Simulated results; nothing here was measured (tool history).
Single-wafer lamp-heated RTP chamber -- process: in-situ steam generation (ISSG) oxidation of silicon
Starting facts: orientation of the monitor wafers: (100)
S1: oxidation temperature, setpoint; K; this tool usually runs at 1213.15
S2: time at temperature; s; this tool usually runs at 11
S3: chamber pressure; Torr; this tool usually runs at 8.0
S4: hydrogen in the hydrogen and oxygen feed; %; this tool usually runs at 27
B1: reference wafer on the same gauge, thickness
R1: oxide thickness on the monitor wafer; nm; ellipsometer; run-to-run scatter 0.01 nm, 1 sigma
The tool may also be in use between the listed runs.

Run 1, hour 0.0: usual settings; B1 4.239. Result: R1 4.036 nm.
Run 2, hour 14.6: usual settings but S4 32 %; B1 4.239. Result: R1 4.226 nm.
Run 3, hour 25.9: usual settings but S4 32 %; B1 4.238. Result: R1 4.230 nm.
Run 4, hour 34.3: usual settings; B1 4.239. Result: R1 4.018 nm.
Run 5, hour 51.4: usual settings; B1 4.236. Result: R1 4.026 nm.
Run 6, hour 59.3: usual settings; B1 4.241. Result: R1 4.023 nm.
Run 7, hour 70.1: usual settings; B1 4.238. Result: R1 4.045 nm.
Run 8, hour 86.5: usual settings; B1 4.243. Result: R1 4.023 nm.
At hour 97.9: pressure gauge zeroed.
Run 9, hour 103.1: usual settings; B1 4.244. Result: R1 4.018 nm.
At hour 120.1: pyrometer window cleaned and pyrometer calibrated.
Run 10, hour 120.6: usual settings but S3 6.9 Torr; B1 4.240. Result: R1 4.027 nm.
Run 11, hour 133.0: usual settings but S3 6.9 Torr; B1 4.238. Result: R1 4.025 nm.
At hour 142.1: gauge calibrated.
Run 12, hour 142.4: usual settings; B1 4.241. Result: R1 4.035 nm.
Run 13, hour 155.0: usual settings but S2 15 s, S4 19 %; B1 4.239. Result: R1 4.133 nm.
At hour 170.5: hydrogen flow controller replaced.
Run 14, hour 171.0: usual settings but S1 1205.15 K, S2 12 s, S3 7.2 Torr, S4 19 %; B1 4.242. Result: R1 3.729 nm.
Run 15, hour 185.1: usual settings but S2 15 s, S4 19 %; B1 4.242. Result: R1 4.122 nm.
Run 16, hour 192.6: usual settings but S2 9 s; B1 4.240. Result: R1 3.777 nm.
Run 17, hour 206.9: usual settings; B1 4.238. Result: R1 4.021 nm.
Run 18, hour 233.1: usual settings but S1 1194.15 K, S3 7.5 Torr; B1 4.239. Result: R1 3.886 nm.
Run 19, hour 246.4: usual settings but S1 1194.15 K, S2 12 s, S4 23 %; B1 4.239. Result: R1 3.809 nm.
Run 20, hour 264.4: usual settings but S1 1229.15 K; B1 4.239. Result: R1 4.182 nm.
Run 21, hour 278.4: usual settings; B1 4.243. Result: R1 4.036 nm.

Predict the results of run 22:
Run 22, hour 295.3: usual settings but S1 1207.15 K, S2 9 s, S3 9.0 Torr, S4 21 %; B1 ?. Result: R1 ?.

Logged for run 22: B1 4.239, R1 3.440 nm.
Were there no unlogged condition in the tool, this run, its random variation unchanged, would have produced R1 3.440 nm.
